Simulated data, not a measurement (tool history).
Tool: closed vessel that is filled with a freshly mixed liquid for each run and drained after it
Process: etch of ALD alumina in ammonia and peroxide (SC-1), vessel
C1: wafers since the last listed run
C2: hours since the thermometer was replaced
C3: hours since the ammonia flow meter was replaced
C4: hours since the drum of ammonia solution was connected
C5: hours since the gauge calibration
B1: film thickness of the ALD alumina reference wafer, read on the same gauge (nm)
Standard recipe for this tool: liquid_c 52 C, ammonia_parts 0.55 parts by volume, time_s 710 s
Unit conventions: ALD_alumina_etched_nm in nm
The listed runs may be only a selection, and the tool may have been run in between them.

run 1 day=0 | liquid_c=52 ammonia_parts=0.55 time_s=710 | C1=0 C2=1809.3 C3=2222.9 C4=115.1 C5=638.5 | B1=39.99 | ALD_alumina_etched_nm=28.97
run 2 day=3.092 | liquid_c=52 ammonia_parts=0.55 time_s=710 | C1=3606 C2=1883.5 C3=2297.1 C4=189.3 C5=712.7 | B1=40.03 | ALD_alumina_etched_nm=28.86
run 3 day=6.933 | liquid_c=52 ammonia_parts=0.55 time_s=710 | C1=4481 C2=1975.7 C3=2389.3 C4=281.5 C5=804.9 | B1=40 | ALD_alumina_etched_nm=28.71
run 4 day=8.796 | liquid_c=52 ammonia_parts=0.55 time_s=710 | C1=2172 C2=2020.4 C3=2434 C4=326.2 C5=849.6 | B1=39.99 | ALD_alumina_etched_nm=28.24
-- day=9.521 new drum of ammonia solution connected
run 5 day=10.762 | liquid_c=52 ammonia_parts=0.55 time_s=710 | C1=2245 C2=2067.6 C3=2481.2 C4=29.8 C5=896.8 | B1=40.02 | ALD_alumina_etched_nm=29.15
run 6 day=12.479 | liquid_c=52 ammonia_parts=0.55 time_s=710 | C1=2002 C2=2108.8 C3=2522.4 C4=71 C5=938 | B1=39.98 | ALD_alumina_etched_nm=28.75
run 7 day=15.733 | liquid_c=52 ammonia_parts=0.55 time_s=710 | C1=3795 C2=2186.9 C3=2600.5 C4=149.1 C5=1016.1 | B1=39.98 | ALD_alumina_etched_nm=28.63
run 8 day=17.771 | liquid_c=52 ammonia_parts=0.55 time_s=710 | C1=2376 C2=2235.8 C3=2649.4 C4=198 C5=1065 | B1=40.02 | ALD_alumina_etched_nm=28.96
run 9 day=20.475 | liquid_c=56.5 ammonia_parts=0.55 time_s=710 | C1=3154 C2=2300.7 C3=2714.3 C4=262.9 C5=1129.9 | B1=40 | ALD_alumina_etched_nm=36.04
-- day=22.988 ammonia flow meter replaced
run 10 day=23.225 | liquid_c=56.5 ammonia_parts=0.55 time_s=710 | C1=3159 C2=2366.7 C3=5.7 C4=328.9 C5=1195.9 | B1=40.02 | ALD_alumina_etched_nm=36.58
-- day=24.858 new drum of ammonia solution connected
-- day=25.208 thermometer replaced
run 11 day=26.396 | liquid_c=56.5 ammonia_parts=0.55 time_s=710 | C1=3601 C2=28.5 C3=81.8 C4=36.9 C5=1272 | B1=39.97 | ALD_alumina_etched_nm=38.75
run 12 day=28.058 | liquid_c=52 ammonia_parts=0.55 time_s=710 | C1=1939 C2=68.4 C3=121.7 C4=76.8 C5=1311.9 | B1=40.02 | ALD_alumina_etched_nm=30.75
run 13 day=31.171 | liquid_c=52 ammonia_parts=0.55 time_s=710 | C1=3630 C2=143.1 C3=196.4 C4=151.5 C5=1386.6 | B1=39.97 | ALD_alumina_etched_nm=30.92
run 14 day=33.117 | liquid_c=61 ammonia_parts=0.4 time_s=970 | C1=2269 C2=189.8 C3=243.1 C4=198.2 C5=1433.3 | B1=40 | ALD_alumina_etched_nm=65.02
run 15 day=36.2 | liquid_c=46.5 ammonia_parts=0.35 time_s=515 | C1=3596 C2=263.8 C3=317.1 C4=272.2 C5=1507.3 | B1=40.02 | ALD_alumina_etched_nm=15.63
run 16 day=37.792 | liquid_c=43 ammonia_parts=0.3 time_s=1110 | C1=1856 C2=302 C3=355.3 C4=310.4 C5=1545.5 | B1=39.99 | ALD_alumina_etched_nm=27.61
-- day=39.738 new drum of ammonia solution connected
run 17 day=40.738 | liquid_c=58 ammonia_parts=0.55 time_s=885 | C1=3387 C2=372.7 C3=426 C4=24 C5=1616.2 | B1=39.95 | ALD_alumina_etched_nm=52.41
-- day=42.221 gauge calibrated
run 18 day=45.208 | liquid_c=59 ammonia_parts=0.65 time_s=710 | C1=5215 C2=480 C3=533.3 C4=131.3 C5=71.7 | B1=40.03 | ALD_alumina_etched_nm=44.47
run 19 day=49.229 | liquid_c=56 ammonia_parts=0.55 time_s=1130 | C1=4690 C2=576.5 C3=629.8 C4=227.8 C5=168.2 | B1=40.02 | ALD_alumina_etched_nm=59.65

Forecast run 20:
-- day=52.829 new drum of ammonia solution connected
run 20 day=53.321 | liquid_c=49 ammonia_parts=0.35 time_s=865 | C1=4724 C2=674.7 C3=728 C4=11.8 C5=266.4 | B1=? | ALD_alumina_etched_nm=?

B1: 39.97
ALD_alumina_etched_nm: 29.84 nm
On a tool with no hidden condition, and with the same random variation, this run would have come out at ALD_alumina_etched_nm 30.8 nm.

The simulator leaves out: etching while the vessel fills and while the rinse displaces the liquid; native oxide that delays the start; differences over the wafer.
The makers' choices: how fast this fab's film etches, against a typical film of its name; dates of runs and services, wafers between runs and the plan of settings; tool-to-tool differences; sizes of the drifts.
